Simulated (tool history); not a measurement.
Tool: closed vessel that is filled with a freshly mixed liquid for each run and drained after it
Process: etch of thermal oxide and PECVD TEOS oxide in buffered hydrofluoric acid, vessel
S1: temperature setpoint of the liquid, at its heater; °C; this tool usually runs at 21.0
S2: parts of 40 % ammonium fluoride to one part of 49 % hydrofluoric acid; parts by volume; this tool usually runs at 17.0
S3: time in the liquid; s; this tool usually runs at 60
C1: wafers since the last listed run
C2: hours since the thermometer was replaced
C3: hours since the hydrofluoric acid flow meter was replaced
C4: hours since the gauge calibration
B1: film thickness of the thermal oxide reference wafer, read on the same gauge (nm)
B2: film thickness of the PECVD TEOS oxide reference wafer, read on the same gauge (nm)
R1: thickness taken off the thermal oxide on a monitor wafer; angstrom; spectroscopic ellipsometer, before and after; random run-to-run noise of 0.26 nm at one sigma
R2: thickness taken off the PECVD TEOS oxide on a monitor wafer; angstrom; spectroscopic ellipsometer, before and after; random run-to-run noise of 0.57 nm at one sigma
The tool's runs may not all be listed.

| run | hour | S1 | S2 | S3 | C1 | C2 | C3 | C4 | B1 | B2 | R1 | R2 |
|---|---|---|---|---|---|---|---|---|---|---|---|---|
| 1 | 0.0 | 21.0 | 17.0 | 60 | 0 | 1638.0 | 1402.7 | 225.7 | 40.22 | 140.64 | 371.0 | 735.5 |
| 2 | 40.8 | 21.0 | 17.0 | 60 | 5975 | 1678.8 | 1443.5 | 266.5 | 40.19 | 140.80 | 377.1 | 730.4 |
| 3 | 89.0 | 21.0 | 14.5 | 60 | 7058 | 1727.0 | 1491.7 | 314.7 | 40.26 | 140.93 | 436.8 | 864.3 |
| 4 | 126.1 | 24.0 | 20.0 | 60 | 5433 | 1764.1 | 1528.8 | 351.8 | 40.35 | 141.07 | 374.9 | 751.1 |
| 5 | 161.8 | 21.0 | 17.0 | 60 | 5228 | 1799.8 | 1564.5 | 387.5 | 40.35 | 141.29 | 376.7 | 743.7 |
| 6 | 233.3 | 21.0 | 17.0 | 60 | 10471 | 1871.3 | 1636.0 | 459.0 | 40.49 | 141.70 | 381.0 | 745.0 |
| 7 | 261.0 | 21.0 | 17.0 | 60 | 4056 | 1899.0 | 1663.7 | 486.7 | 40.55 | 141.91 | 381.3 | 741.5 |
| 8 | 286.8 | 21.0 | 17.0 | 60 | 3778 | 1924.8 | 1689.5 | 512.5 | 40.57 | 142.04 | 380.3 | 756.8 |
| 9 | 342.8 | 18.5 | 17.0 | 60 | 8201 | 1980.8 | 1745.5 | 568.5 | 40.74 | 142.47 | 330.5 | 641.1 |
|  | 379.6 | hydrofluoric acid flow meter replaced |
| 10 | 381.7 | 18.5 | 17.0 | 60 | 5550 | 2019.7 | 2.1 | 607.4 | 40.81 | 142.79 | 332.5 | 647.3 |
| 11 | 414.5 | 21.0 | 17.0 | 35 | 4803 | 2052.5 | 34.9 | 640.2 | 40.88 | 143.04 | 222.2 | 440.7 |
| 12 | 476.8 | 21.0 | 17.0 | 35 | 9123 | 2114.8 | 97.2 | 702.5 | 41.03 | 143.69 | 223.3 | 435.3 |
|  | 527.8 | gauge calibrated |
| 13 | 541.9 | 21.0 | 17.0 | 60 | 9533 | 2179.9 | 162.3 | 14.1 | 40.11 | 140.36 | 373.1 | 730.5 |
|  | 577.9 | thermometer replaced |
| 14 | 606.2 | 21.0 | 17.0 | 60 | 9270 | 28.3 | 226.6 | 78.4 | 40.11 | 140.38 | 376.2 | 731.8 |
| 15 | 796.2 | 19.5 | 17.0 | 30 | 27825 | 218.3 | 416.6 | 268.4 | 40.24 | 140.80 | 172.8 | 333.2 |
| 16 | 839.9 | 21.0 | 17.0 | 60 | 6399 | 262.0 | 460.3 | 312.1 | 40.28 | 141.01 | 382.7 | 740.7 |
| 17 | 866.3 | 21.0 | 12.5 | 60 | 3866 | 288.4 | 486.7 | 338.5 | 40.33 | 141.10 | 508.5 | 1003.7 |
| 18 | 926.0 | 21.0 | 13.0 | 60 | 8743 | 348.1 | 546.4 | 398.2 | 40.45 | 141.41 | 495.0 | 965.5 |
| 19 | 975.0 | 25.0 | 14.0 | 35 | 7176 | 397.1 | 595.4 | 447.2 | 40.48 | 141.68 | 332.4 | 643.2 |
| 20 | 1009.6 | 21.0 | 14.0 | 60 | 5067 | 431.7 | 630.0 | 481.8 | 40.54 | 141.95 | 459.7 | 899.8 |
| 21 | 1036.0 | 19.5 | 17.0 | 80 | 3866 | 458.1 | 656.4 | 508.2 | 40.59 | 142.13 | 460.7 | 907.5 |
| 22 | 1073.8 | 18.0 | 13.5 | 60 | 5535 | 495.9 | 694.2 | 546.0 | 40.67 | 142.40 | 403.7 | 795.1 |
| 23 | 1108.7 | 19.0 | 15.0 | 60 | 5111 | 530.8 | 729.1 | 580.9 | 40.78 | 142.67 | 382.8 | 758.4 |
| 24 | 1133.2 | 21.0 | 17.0 | 90 | 3588 | 555.3 | 753.6 | 605.4 | 40.86 | 142.87 | 571.9 | 1136.5 |
| 25 | 1185.9 | 18.5 | 17.0 | 60 | 7717 | 608.0 | 806.3 | 658.1 | 40.93 | 143.33 | 333.8 | 659.4 |

Branching from run 25: 5 alternative next runs. What would each branch give?
| A | 1186.6 | 21.0 | 17.0 | 60 | 102 | 608.7 | 807.0 | 658.8 | ? | ? | ? | ? |
| B | 1186.6 | 23.0 | 12.5 | 70 | 102 | 608.7 | 807.0 | 658.8 | ? | ? | ? | ? |
| C | 1186.6 | 21.0 | 22.0 | 95 | 102 | 608.7 | 807.0 | 658.8 | ? | ? | ? | ? |
| D | 1186.6 | 18.0 | 17.0 | 90 | 102 | 608.7 | 807.0 | 658.8 | ? | ? | ? | ? |
| E | 1186.6 | 18.0 | 21.0 | 35 | 102 | 608.7 | 807.0 | 658.8 | ? | ? | ? | ? |

| run | B1 | B2 | R1 | R2 |
|---|---|---|---|---|
| A | 40.92 | 143.29 | 386.1 | 764.9 |
| B | 40.92 | 143.29 | 680.6 | 1348.4 |
| C | 40.92 | 143.29 | 487.6 | 966.0 |
| D | 40.92 | 143.29 | 489.2 | 969.1 |
| E | 40.92 | 143.29 | 156.6 | 310.3 |
Take away the tool's hidden state, keep each run's random variation, and the runs would have read:
| run | R1 | R2 |
|---|---|---|
| A | 377.2 | 747.2 |
| B | 664.9 | 1317.2 |
| C | 476.3 | 943.6 |
| D | 477.9 | 946.6 |
| E | 153.0 | 303.1 |
